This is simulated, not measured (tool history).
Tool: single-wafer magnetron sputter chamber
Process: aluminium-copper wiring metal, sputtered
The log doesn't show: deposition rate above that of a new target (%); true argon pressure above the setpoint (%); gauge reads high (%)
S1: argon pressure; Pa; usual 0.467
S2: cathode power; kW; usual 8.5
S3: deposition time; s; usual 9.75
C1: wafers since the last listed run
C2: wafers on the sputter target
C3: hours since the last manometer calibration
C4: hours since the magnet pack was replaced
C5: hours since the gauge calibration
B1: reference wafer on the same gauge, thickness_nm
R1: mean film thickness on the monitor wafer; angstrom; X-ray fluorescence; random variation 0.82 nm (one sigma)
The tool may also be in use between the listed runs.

{"run": 1, "day": 0.0, "S1": 0.467, "S2": 8.5, "S3": 9.75, "C1": 0, "C2": 18380, "C3": 1567.2, "C4": 4449.4, "C5": 1272.6, "B1": 134.357, "R1": 1522.78}
{"day": 0.688, "done": "sputter target and shields replaced"}
{"run": 2, "day": 1.829, "S1": 0.467, "S2": 8.5, "S3": 9.75, "C1": 1249, "C2": 952, "C3": 1611.1, "C4": 4493.3, "C5": 1316.5, "B1": 133.917, "R1": 1546}
{"run": 3, "day": 4.638, "S1": 0.467, "S2": 8.5, "S3": 9.75, "C1": 2345, "C2": 3297, "C3": 1678.5, "C4": 4560.7, "C5": 1383.9, "B1": 133.835, "R1": 1535.57}
{"run": 4, "day": 8.029, "S1": 0.467, "S2": 8.5, "S3": 9.75, "C1": 2832, "C2": 6130, "C3": 1759.9, "C4": 4642.1, "C5": 1465.3, "B1": 134.212, "R1": 1530.82}
{"run": 5, "day": 11.325, "S1": 0.467, "S2": 8.5, "S3": 9.75, "C1": 2752, "C2": 8883, "C3": 1839, "C4": 4721.2, "C5": 1544.4, "B1": 134.144, "R1": 1532.6}
{"run": 6, "day": 14.779, "S1": 0.467, "S2": 8.5, "S3": 9.75, "C1": 2885, "C2": 11768, "C3": 1921.9, "C4": 4804.1, "C5": 1627.3, "B1": 134.013, "R1": 1527.07}
{"run": 7, "day": 16.325, "S1": 0.467, "S2": 8.5, "S3": 8.4, "C1": 1291, "C2": 13060, "C3": 1959, "C4": 4841.2, "C5": 1664.4, "B1": 133.584, "R1": 1314.95}
{"day": 18.188, "done": "magnet pack replaced"}
{"run": 8, "day": 20.267, "S1": 0.467, "S2": 8.5, "S3": 8.4, "C1": 3013, "C2": 16074, "C3": 2053.6, "C4": 49.9, "C5": 1759, "B1": 133.793, "R1": 1318.38}
{"run": 9, "day": 23.942, "S1": 0.467, "S2": 8.5, "S3": 9.75, "C1": 3069, "C2": 19143, "C3": 2141.8, "C4": 138.1, "C5": 1847.2, "B1": 133.954, "R1": 1531.17}
{"day": 25.3, "done": "sputter target and shields replaced"}
{"run": 10, "day": 25.796, "S1": 0.467, "S2": 10.2, "S3": 9.75, "C1": 1270, "C2": 415, "C3": 2186.3, "C4": 182.6, "C5": 1891.7, "B1": 133.881, "R1": 1837.42}
{"run": 11, "day": 27.346, "S1": 0.467, "S2": 8.5, "S3": 9.75, "C1": 1294, "C2": 1710, "C3": 2223.5, "C4": 219.8, "C5": 1928.9, "B1": 134.26, "R1": 1528.07}
{"run": 12, "day": 28.888, "S1": 0.467, "S2": 8.5, "S3": 9.75, "C1": 1287, "C2": 2998, "C3": 2260.5, "C4": 256.8, "C5": 1965.9, "B1": 134.237, "R1": 1531.13}
{"run": 13, "day": 31.867, "S1": 0.467, "S2": 8.5, "S3": 9.75, "C1": 2488, "C2": 5486, "C3": 2332, "C4": 328.3, "C5": 2037.4, "B1": 134.132, "R1": 1527.1}
{"day": 35.171, "done": "gauge calibrated"}
{"run": 14, "day": 35.621, "S1": 0.467, "S2": 8.5, "S3": 9.75, "C1": 3135, "C2": 8622, "C3": 2422.1, "C4": 418.4, "C5": 10.8, "B1": 133.897, "R1": 1520.3}
{"run": 15, "day": 37.696, "S1": 0.467, "S2": 8.5, "S3": 9.75, "C1": 1733, "C2": 10355, "C3": 2471.9, "C4": 468.2, "C5": 60.6, "B1": 134.078, "R1": 1532.83}
{"run": 16, "day": 41.008, "S1": 0.575, "S2": 10.55, "S3": 8.23, "C1": 2766, "C2": 13122, "C3": 2551.4, "C4": 547.7, "C5": 140.1, "B1": 133.837, "R1": 1506.25}
{"run": 17, "day": 44.175, "S1": 0.545, "S2": 9.95, "S3": 9.75, "C1": 2645, "C2": 15767, "C3": 2627.4, "C4": 623.7, "C5": 216.1, "B1": 134.082, "R1": 1722.98}
{"day": 47.883, "done": "sputter target and shields replaced"}
{"run": 18, "day": 47.904, "S1": 0.467, "S2": 8.5, "S3": 9.75, "C1": 2836, "C2": 16, "C3": 2716.9, "C4": 713.2, "C5": 305.6, "B1": 133.777, "R1": 1551.01}
{"run": 19, "day": 49.775, "S1": 0.575, "S2": 10.55, "S3": 8.23, "C1": 1562, "C2": 1579, "C3": 2761.8, "C4": 758.1, "C5": 350.5, "B1": 134.149, "R1": 1514.4}
{"day": 50.508, "done": "capacitance manometer re-zeroed and calibrated"}
{"run": 20, "day": 53.808, "S1": 0.341, "S2": 7.7, "S3": 9.05, "C1": 3090, "C2": 4669, "C3": 79.2, "C4": 854.9, "C5": 447.3, "B1": 134.149, "R1": 1372.77}
{"run": 21, "day": 58.129, "S1": 0.467, "S2": 6.5, "S3": 9.75, "C1": 3609, "C2": 8279, "C3": 182.9, "C4": 958.6, "C5": 551, "B1": 133.757, "R1": 1161.9}
{"run": 22, "day": 61.133, "S1": 0.638, "S2": 9.1, "S3": 8.64, "C1": 2509, "C2": 10788, "C3": 255, "C4": 1030.7, "C5": 623.1, "B1": 133.915, "R1": 1322.28}
{"run": 23, "day": 63.821, "S1": 0.467, "S2": 8.5, "S3": 9.75, "C1": 2244, "C2": 13033, "C3": 319.5, "C4": 1095.2, "C5": 687.6, "B1": 133.861, "R1": 1527.39}
{"run": 24, "day": 66.138, "S1": 0.467, "S2": 7.6, "S3": 8.22, "C1": 1935, "C2": 14968, "C3": 375.1, "C4": 1150.8, "C5": 743.2, "B1": 134.324, "R1": 1160.44}
{"run": 25, "day": 70.475, "S1": 0.467, "S2": 8.5, "S3": 10.77, "C1": 3622, "C2": 18591, "C3": 479.2, "C4": 1254.9, "C5": 847.3, "B1": 133.818, "R1": 1702.12}
{"day": 73.612, "done": "sputter target and shields replaced"}
{"run": 26, "day": 74.346, "S1": 0.333, "S2": 8.5, "S3": 9.75, "C1": 2954, "C2": 611, "C3": 572.1, "C4": 1347.8, "C5": 940.2, "B1": 133.975, "R1": 1635.62}
{"run": 27, "day": 77.783, "S1": 0.467, "S2": 9.15, "S3": 11.55, "C1": 2871, "C2": 3482, "C3": 654.6, "C4": 1430.3, "C5": 1022.7, "B1": 133.746, "R1": 1944.23}
{"run": 28, "day": 82.058, "S1": 0.467, "S2": 8.5, "S3": 9.75, "C1": 3570, "C2": 7053, "C3": 757.2, "C4": 1532.9, "C5": 1125.3, "B1": 134.025, "R1": 1525.03}
{"run": 29, "day": 84.658, "S1": 0.566, "S2": 9.8, "S3": 10.96, "C1": 2171, "C2": 9225, "C3": 819.6, "C4": 1595.3, "C5": 1187.7, "B1": 133.907, "R1": 1894.79}
{"run": 30, "day": 86.746, "S1": 0.467, "S2": 7.55, "S3": 7.85, "C1": 1743, "C2": 10968, "C3": 869.7, "C4": 1645.4, "C5": 1237.8, "B1": 134.041, "R1": 1101.49}
{"run": 31, "day": 90.45, "S1": 0.349, "S2": 9.05, "S3": 11.22, "C1": 3093, "C2": 14062, "C3": 958.6, "C4": 1734.3, "C5": 1326.7, "B1": 134.117, "R1": 2003.91}
{"run": 32, "day": 93.392, "S1": 0.467, "S2": 8.5, "S3": 8.73, "C1": 2457, "C2": 16519, "C3": 1029.2, "C4": 1804.9, "C5": 1397.3, "B1": 134.005, "R1": 1373.44}
{"run": 33, "day": 96.554, "S1": 0.467, "S2": 8.5, "S3": 9.75, "C1": 2641, "C2": 19161, "C3": 1105.1, "C4": 1880.8, "C5": 1473.2, "B1": 134.143, "R1": 1523.82}
{"day": 98.546, "done": "sputter target and shields replaced"}
{"run": 34, "day": 100.988, "S1": 0.467, "S2": 10.2, "S3": 9.75, "C1": 3424, "C2": 2038, "C3": 1211.5, "C4": 1987.2, "C5": 1579.6, "B1": 133.948, "R1": 1857.35}

What the log doesn't show, run by run:
deposition rate above that of a new target (%): 0 in every run
true argon pressure above the setpoint (%): 0 in every run
gauge reads high (%): 0 in every run
